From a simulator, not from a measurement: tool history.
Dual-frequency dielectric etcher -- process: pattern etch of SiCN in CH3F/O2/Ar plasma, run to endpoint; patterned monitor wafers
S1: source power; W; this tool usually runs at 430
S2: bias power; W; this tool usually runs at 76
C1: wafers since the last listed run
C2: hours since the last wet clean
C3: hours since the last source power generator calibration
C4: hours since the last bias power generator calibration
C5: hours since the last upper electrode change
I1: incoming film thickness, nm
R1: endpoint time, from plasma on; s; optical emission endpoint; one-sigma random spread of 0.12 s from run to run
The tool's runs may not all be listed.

Run 1, hour 0.0: usual settings; C1 0; C2 636.4; C3 3479.1; C4 3947.5; C5 1338.6; I1 8.94. Result: R1 24.6 s.
At hour 30.3: wet clean of the chamber.
Run 2, hour 44.1: usual settings; C1 362; C2 13.8; C3 3523.2; C4 3991.6; C5 1382.7; I1 9.02. Result: R1 24.8 s.
Run 3, hour 78.4: usual settings; C1 618; C2 48.1; C3 3557.5; C4 4025.9; C5 1417.0; I1 9.03. Result: R1 24.9 s.
Run 4, hour 145.0: usual settings but S1 350 W; C1 1200; C2 114.7; C3 3624.1; C4 4092.5; C5 1483.6; I1 8.86. Result: R1 26.2 s.
Run 5, hour 185.1: usual settings but S1 390 W; C1 722; C2 154.8; C3 3664.2; C4 4132.6; C5 1523.7; I1 8.93. Result: R1 25.5 s.
Run 6, hour 215.2: usual settings but S1 390 W; C1 542; C2 184.9; C3 3694.3; C4 4162.7; C5 1553.8; I1 9.05. Result: R1 26.1 s.
Run 7, hour 250.4: usual settings but S1 390 W; C1 634; C2 220.1; C3 3729.5; C4 4197.9; C5 1589.0; I1 9.02. Result: R1 25.9 s.
Run 8, hour 294.9: usual settings; C1 802; C2 264.6; C3 3774.0; C4 4242.4; C5 1633.5; I1 8.90. Result: R1 24.5 s.
Run 9, hour 342.3: usual settings; C1 854; C2 312.0; C3 3821.4; C4 4289.8; C5 1680.9; I1 9.07. Result: R1 25.0 s.
Run 10, hour 411.2: usual settings; C1 1241; C2 380.9; C3 3890.3; C4 4358.7; C5 1749.8; I1 9.00. Result: R1 24.9 s.
Run 11, hour 450.7: usual settings but S1 350 W, S2 71 W; C1 711; C2 420.4; C3 3929.8; C4 4398.2; C5 1789.3; I1 9.05. Result: R1 27.6 s.
At hour 487.4: bias power generator calibrated.
Run 12, hour 515.2: usual settings but S1 350 W, S2 71 W; C1 1090; C2 484.9; C3 3994.3; C4 27.8; C5 1853.8; I1 9.12. Result: R1 27.8 s.
Run 13, hour 547.0: usual settings; C1 573; C2 516.7; C3 4026.1; C4 59.6; C5 1885.6; I1 8.96. Result: R1 24.7 s.
Run 14, hour 589.5: usual settings; C1 765; C2 559.2; C3 4068.6; C4 102.1; C5 1928.1; I1 8.98. Result: R1 24.7 s.
Run 15, hour 620.6: usual settings; C1 560; C2 590.3; C3 4099.7; C4 133.2; C5 1959.2; I1 9.00. Result: R1 24.9 s.
At hour 689.1: wet clean of the chamber.
Run 16, hour 689.6: usual settings; C1 811; C2 0.5; C3 4168.7; C4 202.2; C5 2028.2; I1 8.96. Result: R1 24.5 s.
Run 17, hour 755.9: usual settings but S2 84 W; C1 1194; C2 66.8; C3 4235.0; C4 268.5; C5 2094.5; I1 9.04. Result: R1 24.2 s.
At hour 815.2: source power generator calibrated.
Run 18, hour 817.5: usual settings; C1 1038; C2 128.4; C3 2.3; C4 330.1; C5 2156.1; I1 9.05. Result: R1 25.0 s.
Run 19, hour 848.0: usual settings but S2 90 W; C1 549; C2 158.9; C3 32.8; C4 360.6; C5 2186.6; I1 8.91. Result: R1 23.1 s.
Run 20, hour 874.2: usual settings but S1 510 W, S2 89 W; C1 472; C2 185.1; C3 59.0; C4 386.8; C5 2212.8; I1 9.02. Result: R1 21.9 s.
Run 21, hour 926.7: usual settings; C1 946; C2 237.6; C3 111.5; C4 439.3; C5 2265.3; I1 9.01. Result: R1 24.8 s.
Run 22, hour 975.1: usual settings but S1 320 W, S2 66 W; C1 872; C2 286.0; C3 159.9; C4 487.7; C5 2313.7; I1 8.95. Result: R1 29.2 s.
Run 23, hour 1004.1: usual settings; C1 522; C2 315.0; C3 188.9; C4 516.7; C5 2342.7; I1 9.03. Result: R1 24.8 s.
Run 24, hour 1066.4: usual settings but S2 58 W; C1 1122; C2 377.3; C3 251.2; C4 579.0; C5 2405.0; I1 9.03. Result: R1 26.9 s.
Run 25, hour 1116.4: usual settings but S2 91 W; C1 901; C2 427.3; C3 301.2; C4 629.0; C5 2455.0; I1 8.99. Result: R1 23.3 s.
Run 26, hour 1172.7: usual settings but S2 68 W; C1 1014; C2 483.6; C3 357.5; C4 685.3; C5 2511.3; I1 9.04. Result: R1 25.7 s.
At hour 1227.4: wet clean of the chamber.
At hour 1235.7: upper electrode replaced.
Run 27, hour 1243.1: usual settings; C1 685; C2 15.7; C3 427.9; C4 755.7; C5 7.4; I1 8.99. Result: R1 24.9 s.
Run 28, hour 1278.3: usual settings; C1 634; C2 50.9; C3 463.1; C4 790.9; C5 42.6; I1 9.00. Result: R1 24.7 s.
Run 29, hour 1328.7: usual settings; C1 908; C2 101.3; C3 513.5; C4 841.3; C5 93.0; I1 8.92. Result: R1 24.5 s.
Run 30, hour 1368.3: usual settings but S2 86 W; C1 713; C2 140.9; C3 553.1; C4 880.9; C5 132.6; I1 9.08. Result: R1 24.0 s.
Run 31, hour 1408.4: usual settings but S1 350 W, S2 69 W; C1 722; C2 181.0; C3 593.2; C4 921.0; C5 172.7; I1 8.96. Result: R1 27.4 s.
Run 32, hour 1477.8: usual settings but S1 470 W, S2 86 W; C1 1250; C2 250.4; C3 662.6; C4 990.4; C5 242.1; I1 9.02. Result: R1 23.1 s.
Run 33, hour 1509.0: usual settings; C1 562; C2 281.6; C3 693.8; C4 1021.6; C5 273.3; I1 8.98. Result: R1 24.7 s.
Run 34, hour 1565.5: usual settings but S1 400 W, S2 61 W; C1 1018; C2 338.1; C3 750.3; C4 1078.1; C5 329.8; I1 8.98. Result: R1 27.2 s.
Run 35, hour 1630.3: usual settings but S1 540 W, S2 82 W; C1 1167; C2 402.9; C3 815.1; C4 1142.9; C5 394.6; I1 8.95. Result: R1 21.8 s.
Run 36, hour 1689.0: usual settings but S1 480 W, S2 68 W; C1 1057; C2 461.6; C3 873.8; C4 1201.6; C5 453.3; I1 9.03. Result: R1 24.6 s.

What differs in the tool's unlogged condition from the final listed run ahead of each entry between runs to the first listed run following it?
From run 1 to run 2: wet clean of the chamber (hour 30.3)
  no difference in the tool's unlogged condition between these two runs
From run 11 to run 12: bias power generator calibrated (hour 487.4)
  no difference in the tool's unlogged condition between these two runs
From run 15 to run 16: wet clean of the chamber (hour 689.1)
  no difference in the tool's unlogged condition between these two runs
From run 17 to run 18: source power generator calibrated (hour 815.2)
  no difference in the tool's unlogged condition between these two runs
From run 26 to run 27: wet clean of the chamber (hour 1227.4); upper electrode replaced (hour 1235.7)
  no difference in the tool's unlogged condition between these two runs
